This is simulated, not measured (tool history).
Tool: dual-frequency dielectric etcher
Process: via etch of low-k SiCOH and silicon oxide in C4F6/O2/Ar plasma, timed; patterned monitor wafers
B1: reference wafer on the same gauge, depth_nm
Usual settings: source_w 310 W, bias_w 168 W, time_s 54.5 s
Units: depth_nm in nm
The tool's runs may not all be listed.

{"run": 1, "hour": 0.0, "source_w": 310, "bias_w": 168, "time_s": 54.5, "B1": 125.1, "depth_nm": 129.9}
{"run": 2, "hour": 14.6, "source_w": 310, "bias_w": 168, "time_s": 54.5, "B1": 125, "depth_nm": 129.8}
{"run": 3, "hour": 28.6, "source_w": 310, "bias_w": 168, "time_s": 54.5, "B1": 125, "depth_nm": 129.8}
{"run": 4, "hour": 34.7, "source_w": 370, "bias_w": 168, "time_s": 54.5, "B1": 125, "depth_nm": 143}
{"run": 5, "hour": 43.2, "source_w": 310, "bias_w": 168, "time_s": 54.5, "B1": 125, "depth_nm": 129.1}
{"run": 6, "hour": 52.8, "source_w": 310, "bias_w": 168, "time_s": 54.5, "B1": 125, "depth_nm": 129.3}
{"run": 7, "hour": 60.1, "source_w": 310, "bias_w": 142, "time_s": 54.5, "B1": 125, "depth_nm": 125}
{"run": 8, "hour": 76.6, "source_w": 310, "bias_w": 168, "time_s": 54.5, "B1": 125, "depth_nm": 129.1}
{"run": 9, "hour": 88.9, "source_w": 310, "bias_w": 168, "time_s": 54.5, "B1": 124.9, "depth_nm": 128.7}
{"run": 10, "hour": 103.7, "source_w": 310, "bias_w": 168, "time_s": 54.5, "B1": 124.9, "depth_nm": 128.4}
{"run": 11, "hour": 114.6, "source_w": 310, "bias_w": 168, "time_s": 54.5, "B1": 125, "depth_nm": 128.1}
{"run": 12, "hour": 122.2, "source_w": 310, "bias_w": 168, "time_s": 54.5, "B1": 125, "depth_nm": 127.9}
{"run": 13, "hour": 134.7, "source_w": 310, "bias_w": 168, "time_s": 54.5, "B1": 124.9, "depth_nm": 127.7}
{"hour": 142.2, "done": "gauge calibrated"}
{"run": 14, "hour": 148.0, "source_w": 310, "bias_w": 168, "time_s": 54.5, "B1": 124.9, "depth_nm": 127.7}
{"run": 15, "hour": 162.7, "source_w": 350, "bias_w": 168, "time_s": 54.5, "B1": 125.1, "depth_nm": 137}
{"hour": 189.1, "done": "source power generator calibrated"}
{"run": 16, "hour": 189.6, "source_w": 380, "bias_w": 140, "time_s": 54.5, "B1": 125.1, "depth_nm": 138.5}
{"run": 17, "hour": 197.5, "source_w": 260, "bias_w": 188, "time_s": 41, "B1": 125, "depth_nm": 87.9}
{"hour": 232.1, "done": "wet clean of the chamber"}
{"run": 18, "hour": 232.6, "source_w": 310, "bias_w": 180, "time_s": 42.5, "B1": 125, "depth_nm": 97.7}
{"run": 19, "hour": 233.0, "source_w": 310, "bias_w": 168, "time_s": 54.5, "B1": 124.9, "depth_nm": 124.1}
{"run": 20, "hour": 236.1, "source_w": 310, "bias_w": 168, "time_s": 40.5, "B1": 125.1, "depth_nm": 92.2}
{"hour": 265.8, "done": "bias power generator calibrated"}
{"hour": 267.1, "done": "upper electrode replaced"}
{"run": 21, "hour": 267.6, "source_w": 390, "bias_w": 168, "time_s": 54.5, "B1": 125, "depth_nm": 140.9}
{"run": 22, "hour": 268.0, "source_w": 390, "bias_w": 138, "time_s": 62, "B1": 125, "depth_nm": 154.2}
{"run": 23, "hour": 270.7, "source_w": 310, "bias_w": 168, "time_s": 54.5, "B1": 125.1, "depth_nm": 123.8}

Forecast run 24:
{"run": 24, "hour": 278.1, "source_w": 310, "bias_w": 180, "time_s": 54.5, "B1": "?", "depth_nm": "?"}

Run 24 gave B1 124.9, depth_nm 124.6 nm.
Without the tool's hidden state the same run would have given depth_nm 133.3 nm.
